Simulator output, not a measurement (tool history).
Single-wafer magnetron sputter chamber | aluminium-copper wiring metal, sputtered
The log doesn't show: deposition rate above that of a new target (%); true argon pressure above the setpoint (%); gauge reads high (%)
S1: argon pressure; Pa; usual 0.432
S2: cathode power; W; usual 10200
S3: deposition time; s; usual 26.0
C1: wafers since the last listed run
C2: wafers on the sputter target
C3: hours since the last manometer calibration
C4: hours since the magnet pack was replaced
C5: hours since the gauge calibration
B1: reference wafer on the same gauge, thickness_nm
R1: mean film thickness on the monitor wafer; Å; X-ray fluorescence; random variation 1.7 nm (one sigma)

run 1 hour=0.0 | S1=0.432 S2=10200 S3=26.0 | C1=0 C2=2470 C3=1922.2 C4=9233.8 C5=148.0 | B1=435.421 | R1=4496.95
run 2 hour=11.7 | S1=0.432 S2=10200 S3=26.0 | C1=445 C2=2915 C3=1933.9 C4=9245.5 C5=159.7 | B1=435.713 | R1=4472.33
run 3 hour=19.9 | S1=0.432 S2=10200 S3=26.0 | C1=311 C2=3227 C3=1942.1 C4=9253.7 C5=167.9 | B1=435.537 | R1=4420.33
-- hour=30.6 sputter target and shields replaced
run 4 hour=34.2 | S1=0.432 S2=10200 S3=26.0 | C1=239 C2=136 C3=1956.4 C4=9268.0 C5=182.2 | B1=436.045 | R1=4613.39
run 5 hour=48.5 | S1=0.432 S2=10200 S3=26.0 | C1=543 C2=680 C3=1970.7 C4=9282.3 C5=196.5 | B1=435.789 | R1=4604.24
run 6 hour=65.9 | S1=0.432 S2=10200 S3=26.0 | C1=661 C2=1342 C3=1988.1 C4=9299.7 C5=213.9 | B1=435.806 | R1=4574.98
run 7 hour=78.9 | S1=0.432 S2=10200 S3=26.0 | C1=494 C2=1837 C3=2001.1 C4=9312.7 C5=226.9 | B1=435.691 | R1=4532.80
run 8 hour=96.1 | S1=0.432 S2=10200 S3=26.0 | C1=654 C2=2491 C3=2018.3 C4=9329.9 C5=244.1 | B1=435.788 | R1=4484.96
run 9 hour=105.6 | S1=0.432 S2=10200 S3=26.0 | C1=361 C2=2852 C3=2027.8 C4=9339.4 C5=253.6 | B1=435.797 | R1=4431.36
-- hour=124.5 sputter target and shields replaced
run 10 hour=125.0 | S1=0.432 S2=10200 S3=26.0 | C1=433 C2=17 C3=2047.2 C4=9358.8 C5=273.0 | B1=435.594 | R1=4627.91
-- hour=132.5 gauge calibrated
run 11 hour=134.0 | S1=0.484 S2=10200 S3=24.0 | C1=342 C2=359 C3=2056.2 C4=9367.8 C5=1.5 | B1=435.601 | R1=4117.88
run 12 hour=150.4 | S1=0.484 S2=10200 S3=24.0 | C1=623 C2=983 C3=2072.6 C4=9384.2 C5=17.9 | B1=435.615 | R1=4121.71
run 13 hour=162.1 | S1=0.484 S2=10200 S3=24.0 | C1=445 C2=1428 C3=2084.3 C4=9395.9 C5=29.6 | B1=436.046 | R1=4127.87
-- hour=172.4 capacitance manometer re-zeroed and calibrated
run 14 hour=172.9 | S1=0.432 S2=12050 S3=27.5 | C1=106 C2=1535 C3=0.5 C4=9406.7 C5=40.4 | B1=435.751 | R1=5673.46
run 15 hour=204.9 | S1=0.377 S2=9550 S3=26.0 | C1=1217 C2=2752 C3=32.5 C4=9438.7 C5=72.4 | B1=435.740 | R1=4276.91
-- hour=217.3 sputter target and shields replaced
run 16 hour=222.5 | S1=0.432 S2=10200 S3=26.0 | C1=365 C2=197 C3=50.1 C4=9456.3 C5=90.0 | B1=435.768 | R1=4638.43
run 17 hour=239.2 | S1=0.432 S2=10200 S3=26.0 | C1=635 C2=832 C3=66.8 C4=9473.0 C5=106.7 | B1=436.168 | R1=4600.42
run 18 hour=255.6 | S1=0.353 S2=11650 S3=26.0 | C1=623 C2=1456 C3=83.2 C4=9489.4 C5=123.1 | B1=436.209 | R1=5520.16
run 19 hour=266.7 | S1=0.432 S2=10200 S3=30.3 | C1=422 C2=1878 C3=94.3 C4=9500.5 C5=134.2 | B1=435.803 | R1=5326.40
run 20 hour=273.8 | S1=0.432 S2=10200 S3=28.6 | C1=270 C2=2148 C3=101.4 C4=9507.6 C5=141.3 | B1=435.935 | R1=5008.10
run 21 hour=285.6 | S1=0.291 S2=8700 S3=23.3 | C1=448 C2=2597 C3=113.2 C4=9519.4 C5=153.1 | B1=435.786 | R1=3787.37
-- hour=294.2 sputter target and shields replaced
run 22 hour=294.7 | S1=0.432 S2=8700 S3=26.0 | C1=41 C2=17 C3=122.3 C4=9528.5 C5=162.2 | B1=435.351 | R1=3933.85
-- hour=311.3 magnet pack replaced
run 23 hour=311.8 | S1=0.478 S2=11000 S3=24.3 | C1=346 C2=363 C3=139.4 C4=0.5 C5=179.3 | B1=436.255 | R1=4501.73
run 24 hour=316.4 | S1=0.432 S2=10200 S3=26.0 | C1=174 C2=538 C3=144.0 C4=5.1 C5=183.9 | B1=435.803 | R1=4636.79
run 25 hour=347.3 | S1=0.432 S2=11900 S3=22.5 | C1=1175 C2=1714 C3=174.9 C4=36.0 C5=214.8 | B1=436.600 | R1=4571.53
run 26 hour=362.9 | S1=0.432 S2=12400 S3=28.1 | C1=593 C2=2307 C3=190.5 C4=51.6 C5=230.4 | B1=435.766 | R1=5883.38
run 27 hour=377.7 | S1=0.273 S2=12600 S3=26.0 | C1=563 C2=2870 C3=205.3 C4=66.4 C5=245.2 | B1=435.725 | R1=6064.54
-- hour=385.4 gauge calibrated
-- hour=385.8 sputter target and shields replaced
run 28 hour=386.3 | S1=0.329 S2=10200 S3=21.2 | C1=22 C2=19 C3=213.9 C4=75.0 C5=0.9 | B1=436.113 | R1=4022.01
run 29 hour=406.3 | S1=0.432 S2=10200 S3=26.0 | C1=760 C2=780 C3=233.9 C4=95.0 C5=20.9 | B1=435.806 | R1=4612.41
run 30 hour=417.7 | S1=0.432 S2=10200 S3=30.8 | C1=433 C2=1214 C3=245.3 C4=106.4 C5=32.3 | B1=436.054 | R1=5461.31

The tool's hidden state at each run:
true argon pressure above the setpoint (%): 0 in every run
gauge reads high (%): 0 in every run
H1: deposition rate above that of a new target (%)
run=1 H1=-3.07
run=2 H1=-4.09
run=3 H1=-4.91
run=4 H1=-0.655
run=5 H1=-0.844
run=6 H1=-1.42
run=7 H1=-2.09
run=8 H1=-3.3
run=9 H1=-4.12
run=10 H1=-0.255
run=11 H1=-0.311
run=12 H1=-0.668
run=13 H1=-1.13
run=14 H1=-1.7
run=15 H1=-4.25
run=16 H1=-0.43
run=17 H1=-0.709
run=18 H1=-1.32
run=19 H1=-1.92
run=20 H1=-2.38
run=21 H1=-3.29
run=22 H1=-0.632
run=23 H1=-0.823
run=24 H1=-0.935
run=25 H1=-2.37
run=26 H1=-3.55
run=27 H1=-4.94
run=28 H1=-0.452
run=29 H1=-0.712
run=30 H1=-1.08
